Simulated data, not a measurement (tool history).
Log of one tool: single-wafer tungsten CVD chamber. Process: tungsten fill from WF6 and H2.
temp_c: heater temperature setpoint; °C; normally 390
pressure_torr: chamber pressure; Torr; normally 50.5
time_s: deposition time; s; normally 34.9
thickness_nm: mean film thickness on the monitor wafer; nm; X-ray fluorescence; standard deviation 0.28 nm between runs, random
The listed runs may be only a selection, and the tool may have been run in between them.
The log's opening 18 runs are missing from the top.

| run | hour | temp_c | pressure_torr | time_s | read-back reference wafer on the same gauge, thickness_nm | thickness_nm |
|---|---|---|---|---|---|---|
| 19 | 1517.4 | 390 | 50.5 | 34.9 | 111.034 | 102.369 |
| 20 | 1624.5 | 390 | 50.5 | 34.9 | 110.977 | 102.058 |
| 21 | 1809.7 | 379 | 44.1 | 29.1 | 111.061 | 67.590 |
| 22 | 1908.7 | 390 | 50.5 | 34.9 | 110.970 | 101.481 |
| 23 | 1979.4 | 380 | 38.6 | 28.7 | 110.982 | 65.030 |
| 24 | 2238.3 | 380 | 50.5 | 34.9 | 111.013 | 85.507 |
|  | 2328.4 | capacitance manometer re-zeroed and calibrated |
| 25 | 2336.9 | 382 | 55.9 | 38.3 | 111.084 | 101.354 |
| 26 | 2375.2 | 382 | 55.3 | 30.3 | 110.975 | 78.989 |
| 27 | 2417.1 | 395 | 60.9 | 29.7 | 111.011 | 99.769 |
| 28 | 2458.6 | 379 | 50.5 | 29.2 | 111.018 | 71.043 |
| 29 | 2556.5 | 397 | 39.3 | 38.2 | 110.960 | 117.268 |
| 30 | 2649.0 | 405 | 40.5 | 30.9 | 111.002 | 108.436 |
| 31 | 2703.7 | 390 | 62.4 | 34.9 | 110.961 | 108.029 |
| 32 | 2806.5 | 402 | 45.9 | 38.1 | 110.989 | 131.804 |
| 33 | 2847.5 | 379 | 50.5 | 28.3 | 110.972 | 68.288 |

Branching from run 33: 5 alternative next runs. What would each branch give?
| A | 2847.9 | 390 | 50.5 | 34.9 | ? | ? |
| B | 2847.9 | 398 | 50.5 | 30.3 | ? | ? |
| C | 2847.9 | 378 | 50.5 | 40.3 | ? | ? |
| D | 2847.9 | 399 | 58.5 | 37.1 | ? | ? |
| E | 2847.9 | 383 | 45.4 | 30.7 | ? | ? |

| run | read-back reference wafer on the same gauge, thickness_nm | thickness_nm |
|---|---|---|
| A | 111.012 | 101.282 |
| B | 111.012 | 100.390 |
| C | 111.012 | 94.865 |
| D | 111.012 | 130.575 |
| E | 111.012 | 76.502 |
What these runs would have given with no unlogged condition in the tool:
| run | thickness_nm |
|---|---|
| A | 102.382 |
| B | 101.480 |
| C | 95.896 |
| D | 131.955 |
| E | 77.333 |
